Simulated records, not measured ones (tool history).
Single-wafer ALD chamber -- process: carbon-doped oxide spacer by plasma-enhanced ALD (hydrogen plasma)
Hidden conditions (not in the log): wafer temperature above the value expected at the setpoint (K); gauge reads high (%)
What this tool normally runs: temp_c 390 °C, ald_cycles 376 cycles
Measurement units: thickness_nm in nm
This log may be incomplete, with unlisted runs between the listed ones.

| run | day | temp_c | ald_cycles | wafers since the last listed run | hours since the last thermocouple change | hours since the gauge calibration | read-back reference wafer on the same gauge, thickness_nm | thickness_nm |
|---|---|---|---|---|---|---|---|---|
| 1 | 0 | 390 | 396 | 0 | 1931.3 | 65.9 | 15.444 | 18.656 |
| 2 | 2.017 | 390 | 420 | 65 | 1979.7 | 114.3 | 15.441 | 19.814 |
| 3 | 4.879 | 396 | 376 | 93 | 2048.4 | 183 | 15.496 | 17.816 |
| 4 | 6.021 | 396 | 376 | 37 | 2075.8 | 210.4 | 15.507 | 17.658 |
| 5 | 8.771 | 390 | 401 | 89 | 2141.8 | 276.4 | 15.549 | 19.044 |
| 6 | 10.842 | 390 | 401 | 67 | 2191.5 | 326.1 | 15.551 | 18.978 |
| 7 | 12.825 | 390 | 376 | 64 | 2239.1 | 373.7 | 15.56 | 17.824 |
| 8 | 15.112 | 390 | 376 | 74 | 2294 | 428.6 | 15.595 | 17.901 |
| 9 | 17.983 | 390 | 376 | 93 | 2362.9 | 497.5 | 15.592 | 17.853 |
| 10 | 19.258 | 390 | 327 | 41 | 2393.5 | 528.1 | 15.595 | 15.585 |
| 11 | 20.912 | 390 | 327 | 53 | 2433.2 | 567.8 | 15.604 | 15.583 |
| 12 | 26.604 | 390 | 327 | 185 | 2569.8 | 704.4 | 15.671 | 15.557 |
| 13 | 28.579 | 390 | 376 | 64 | 2617.2 | 751.8 | 15.631 | 17.916 |
| 14 | 29.75 | 390 | 376 | 38 | 2645.3 | 779.9 | 15.647 | 17.857 |
| 15 | 32.112 | 382 | 376 | 76 | 2702 | 836.6 | 15.649 | 17.895 |
|  | 33.604 | thermocouple changed; heater temperature recalibrated |
| 16 | 34.504 | 382 | 376 | 67 | 21.6 | 894 | 15.654 | 17.911 |
| 17 | 36.008 | 390 | 376 | 48 | 57.7 | 930.1 | 15.663 | 17.901 |
| 18 | 38.754 | 390 | 310 | 89 | 123.6 | 996 | 15.666 | 14.847 |
| 19 | 39.833 | 403 | 342 | 35 | 149.5 | 1021.9 | 15.666 | 16.024 |
| 20 | 41.146 | 390 | 376 | 42 | 181 | 1053.4 | 15.68 | 18.004 |
| 21 | 42.692 | 390 | 376 | 50 | 218.1 | 1090.5 | 15.665 | 17.945 |
| 22 | 45.575 | 399 | 376 | 93 | 287.3 | 1159.7 | 15.692 | 17.906 |
| 23 | 47.288 | 397 | 421 | 55 | 328.4 | 1200.8 | 15.681 | 20.059 |
| 24 | 49.638 | 386 | 430 | 76 | 384.8 | 1257.2 | 15.67 | 20.534 |
|  | 51.296 | gauge calibrated |
| 25 | 52.55 | 390 | 376 | 94 | 454.7 | 30.1 | 15.376 | 17.64 |
| 26 | 54.138 | 390 | 376 | 51 | 492.8 | 68.2 | 15.4 | 17.677 |
| 27 | 55.496 | 404 | 357 | 44 | 525.4 | 100.8 | 15.425 | 16.454 |
| 28 | 58.488 | 390 | 376 | 97 | 597.2 | 172.6 | 15.465 | 17.671 |
| 29 | 60.175 | 390 | 304 | 54 | 637.7 | 213.1 | 15.487 | 14.304 |
| 30 | 63.162 | 384 | 441 | 97 | 709.4 | 284.8 | 15.512 | 20.798 |
| 31 | 66.133 | 385 | 356 | 96 | 780.7 | 356.1 | 15.545 | 16.912 |
| 32 | 67.133 | 386 | 430 | 32 | 804.7 | 380.1 | 15.544 | 20.414 |
| 33 | 69.029 | 403 | 376 | 61 | 850.2 | 425.6 | 15.572 | 17.572 |
| 34 | 70.096 | 378 | 347 | 34 | 875.8 | 451.2 | 15.574 | 16.466 |

Exercise: give the hidden state of the tool at every run:
wafer temperature above the value expected at the setpoint (K): 0 across all the runs
H1: gauge reads high (%)
| run | H1 |
|---|---|
| 1 | 0.179 |
| 2 | 0.383 |
| 3 | 0.632 |
| 4 | 0.719 |
| 5 | 0.907 |
| 6 | 1.03 |
| 7 | 1.13 |
| 8 | 1.24 |
| 9 | 1.35 |
| 10 | 1.39 |
| 11 | 1.45 |
| 12 | 1.59 |
| 13 | 1.63 |
| 14 | 1.65 |
| 15 | 1.69 |
| 16 | 1.72 |
| 17 | 1.74 |
| 18 | 1.77 |
| 19 | 1.78 |
| 20 | 1.79 |
| 21 | 1.81 |
| 22 | 1.83 |
| 23 | 1.84 |
| 24 | 1.85 |
| 25 | -0.141 |
| 26 | 0.0368 |
| 27 | 0.176 |
| 28 | 0.444 |
| 29 | 0.575 |
| 30 | 0.776 |
| 31 | 0.943 |
| 32 | 0.993 |
| 33 | 1.08 |
| 34 | 1.12 |

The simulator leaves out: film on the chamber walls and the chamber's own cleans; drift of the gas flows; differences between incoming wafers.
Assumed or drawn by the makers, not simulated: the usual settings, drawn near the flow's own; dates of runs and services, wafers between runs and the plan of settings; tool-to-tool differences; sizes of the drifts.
